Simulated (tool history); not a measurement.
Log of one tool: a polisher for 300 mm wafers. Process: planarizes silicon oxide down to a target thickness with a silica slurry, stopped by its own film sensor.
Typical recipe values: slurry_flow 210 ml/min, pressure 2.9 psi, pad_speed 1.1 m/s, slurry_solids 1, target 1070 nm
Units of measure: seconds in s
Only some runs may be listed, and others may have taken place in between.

run	hour	slurry_flow	pressure	pad_speed	slurry_solids	target	incoming thickness of the incoming film, nm	seconds
1	0	210	2.9	1.1	1	1070	1277.2	84.7
2	82.8	240	3.6	1.42	1	1070	1282.4	54.8
# hour 88.7: conditioning disc replaced and pad reconditioned
3	147.5	210	2.9	1.1	1	1070	1279.9	83.7
4	230.6	185	3.5	0.98	1	1043	1267.6	90
5	281.8	165	3.7	0.76	1	1134	1281.7	70.8
# hour 301.6: slurry blender recalibrated
6	321.4	175	3.2	1.1	0.9	1107	1265	59
7	426.7	210	2.9	1.1	1	1070	1287.5	81.9
8	508.1	235	2.9	1.1	1	1070	1294.5	85
9	572.1	210	2.9	1.1	1	1070	1285.2	83.9
10	659.2	165	2.9	1.48	0.85	1101	1289.9	66
# hour 693.8: worn pad replaced by a new one
11	753.2	245	2.9	1.1	0.75	1070	1275	93.3
# hour 775.8: slurry nozzle cleaned
# hour 779.7: conditioning disc replaced and pad reconditioned
# hour 804.1: head pressure recalibrated
12	808.3	145	2.9	1.1	0.85	1070	1271.3	92.2
13	888.7	210	2.9	0.8	1	1070	1294.1	123.6
# hour 1095.9: slurry blender recalibrated
14	1179.6	210	2.6	0.92	0.85	1010	1264.5	129.5
15	1239.8	210	2.9	1.1	1.25	1034	1269.4	83.3
16	1279	210	2	1.1	1.1	1070	1296.3	121.4
# hour 1397.6: worn pad replaced by a new one
17	1414.8	210	2.9	1.1	1	1070	1301.2	90.4
18	1461.5	210	2.9	1.1	1	1070	1293.3	85.4
# hour 1483.6: conditioning disc replaced and pad reconditioned
19	1534.1	210	2.9	1.1	1	1070	1270.4	79.8
# hour 1550.6: slurry nozzle cleaned
# hour 1554: head pressure recalibrated
20	1641.4	235	3.9	0.98	1	1022	1269.4	78.8
21	1688.6	275	2.9	1.1	1	1029	1277.9	96.9
# hour 1840.6: slurry blender recalibrated
22	1999.8	280	2.9	1.1	0.75	1131	1271.6	59.4
23	2100.9	135	2.9	1.1	1	1070	1281.7	86.8
# hour 2130.5: worn pad replaced by a new one
24	2195.9	255	2.9	1.1	1	1070	1255.5	70.9

A few steps of seconds between consecutive runs. Split each: what settings, incoming material and random variation would produce without the hidden state, and what is left over for the hidden state, along with gauge scatter present in only one of the two compared results (measured, and without hidden state):
What the log doesn't record here: removal rate lost through wear of the pad, %; slurry flow missing at the pad, %; deviation of the head's pressure from its setpoint, %; abrasive missing from the slurry, %; time polished since the conditioner stopped cutting, s.
Run 5 -> 6: slurry_flow 165 -> 175, pressure 3.7 -> 3.2, pad_speed 0.76 -> 1.1, slurry_solids 1 -> 0.9, target 1134 -> 1107, slurry blender recalibrated. seconds -11.8 s: hidden state -8.9, all else -2.9.
Run 13 -> 14: pressure 2.9 -> 2.6, pad_speed 0.8 -> 0.92, slurry_solids 1 -> 0.85, target 1070 -> 1010, slurry blender recalibrated. seconds +5.9 s: hidden state -13, all else +18.9.
Run 14 -> 15: pressure 2.6 -> 2.9, pad_speed 0.92 -> 1.1, slurry_solids 0.85 -> 1.25, target 1010 -> 1034. seconds -46.2 s: hidden state -0.1, all else -46.1.
Run 15 -> 16: pressure 2.9 -> 2, slurry_solids 1.25 -> 1.1, target 1034 -> 1070. seconds +38.1 s: hidden state +0.7, all else +37.4.

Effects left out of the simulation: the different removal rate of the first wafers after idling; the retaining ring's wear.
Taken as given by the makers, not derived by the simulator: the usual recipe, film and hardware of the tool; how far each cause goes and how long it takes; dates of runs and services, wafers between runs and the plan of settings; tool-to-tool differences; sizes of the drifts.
